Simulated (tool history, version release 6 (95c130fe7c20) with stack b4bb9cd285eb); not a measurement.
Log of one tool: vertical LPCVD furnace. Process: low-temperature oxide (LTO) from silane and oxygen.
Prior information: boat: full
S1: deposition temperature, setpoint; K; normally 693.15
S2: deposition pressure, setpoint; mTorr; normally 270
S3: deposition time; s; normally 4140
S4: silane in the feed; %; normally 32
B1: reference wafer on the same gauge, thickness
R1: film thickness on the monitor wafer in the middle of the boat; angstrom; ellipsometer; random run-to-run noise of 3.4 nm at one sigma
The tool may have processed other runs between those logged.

{"run": 1, "day": 0.0, "S1": 693.15, "S2": 270, "S3": 4140, "S4": 32, "B1": 821.13, "R1": 7912.6}
{"run": 2, "day": 2.162, "S1": 693.15, "S2": 270, "S3": 4140, "S4": 32, "B1": 820.53, "R1": 7906.4}
{"run": 3, "day": 4.158, "S1": 693.15, "S2": 270, "S3": 4140, "S4": 32, "B1": 820.32, "R1": 7944.6}
{"run": 4, "day": 7.15, "S1": 693.15, "S2": 270, "S3": 4140, "S4": 32, "B1": 819.41, "R1": 8001}
{"run": 5, "day": 8.158, "S1": 702.15, "S2": 270, "S3": 4140, "S4": 32, "B1": 820.04, "R1": 8717.6}
{"run": 6, "day": 9.633, "S1": 702.15, "S2": 270, "S3": 4140, "S4": 32, "B1": 820.16, "R1": 8671.7}
{"run": 7, "day": 11.788, "S1": 702.15, "S2": 270, "S3": 4140, "S4": 32, "B1": 820.27, "R1": 8765.3}
{"run": 8, "day": 13.346, "S1": 701.15, "S2": 270, "S3": 4140, "S4": 32, "B1": 819.79, "R1": 8691.5}
{"run": 9, "day": 15.917, "S1": 693.15, "S2": 270, "S3": 4140, "S4": 32, "B1": 820.27, "R1": 7925.6}
{"run": 10, "day": 18.017, "S1": 693.15, "S2": 270, "S3": 4140, "S4": 32, "B1": 818.45, "R1": 7952.5}
{"run": 11, "day": 19.092, "S1": 702.15, "S2": 310, "S3": 4890, "S4": 29, "B1": 818.28, "R1": 10350}
{"day": 20.542, "done": "silane flow controller replaced"}
{"run": 12, "day": 21.996, "S1": 685.15, "S2": 290, "S3": 5280, "S4": 36, "B1": 819.17, "R1": 11697.3}
{"run": 13, "day": 23.167, "S1": 700.15, "S2": 270, "S3": 4140, "S4": 32, "B1": 820.72, "R1": 8549.9}
{"day": 25.979, "done": "thermocouples replaced and temperature profile calibrated"}
{"day": 26.633, "done": "pressure gauge zeroed"}
{"run": 14, "day": 26.654, "S1": 690.15, "S2": 210, "S3": 5040, "S4": 30, "B1": 820.3, "R1": 6828.8}
{"run": 15, "day": 28.204, "S1": 693.15, "S2": 270, "S3": 4140, "S4": 27, "B1": 820.01, "R1": 6358.9}
{"run": 16, "day": 30.15, "S1": 684.15, "S2": 240, "S3": 5100, "S4": 32, "B1": 819.63, "R1": 8106.3}
{"run": 17, "day": 31.408, "S1": 689.15, "S2": 310, "S3": 5700, "S4": 34, "B1": 820.17, "R1": 13371}
{"day": 33.138, "done": "thermocouples replaced and temperature profile calibrated, repeated, since the last time left the tool worse"}
{"run": 18, "day": 33.158, "S1": 693.15, "S2": 270, "S3": 4140, "S4": 32, "B1": 819.9, "R1": 7715.4}
{"run": 19, "day": 35.512, "S1": 688.15, "S2": 270, "S3": 5220, "S4": 29, "B1": 818.67, "R1": 8006.1}
{"day": 37.017, "done": "gauge calibrated"}
{"run": 20, "day": 42.058, "S1": 693.15, "S2": 300, "S3": 4140, "S4": 32, "B1": 819.05, "R1": 8710.7}
{"run": 21, "day": 47.567, "S1": 693.15, "S2": 270, "S3": 4140, "S4": 32, "B1": 820.04, "R1": 7728.8}

What if the next run were any one of these 3? Each begins from the tool's condition after run 21:
{"run": "A", "day": 47.75, "S1": 693.15, "S2": 320, "S3": 4140, "S4": 32, "B1": "?", "R1": "?"}
{"run": "B", "day": 47.75, "S1": 699.15, "S2": 295, "S3": 4140, "S4": 29, "B1": "?", "R1": "?"}
{"run": "C", "day": 47.75, "S1": 693.15, "S2": 270, "S3": 4140, "S4": 30, "B1": "?", "R1": "?"}

run=A B1=819.36 R1=9324.6
run=B B1=819.36 R1=8002.7
run=C B1=819.36 R1=7196.8
Without the tool's unlogged condition, the same runs would have read:
run=A R1=9194.7
run=B R1=7891
run=C R1=7094.9
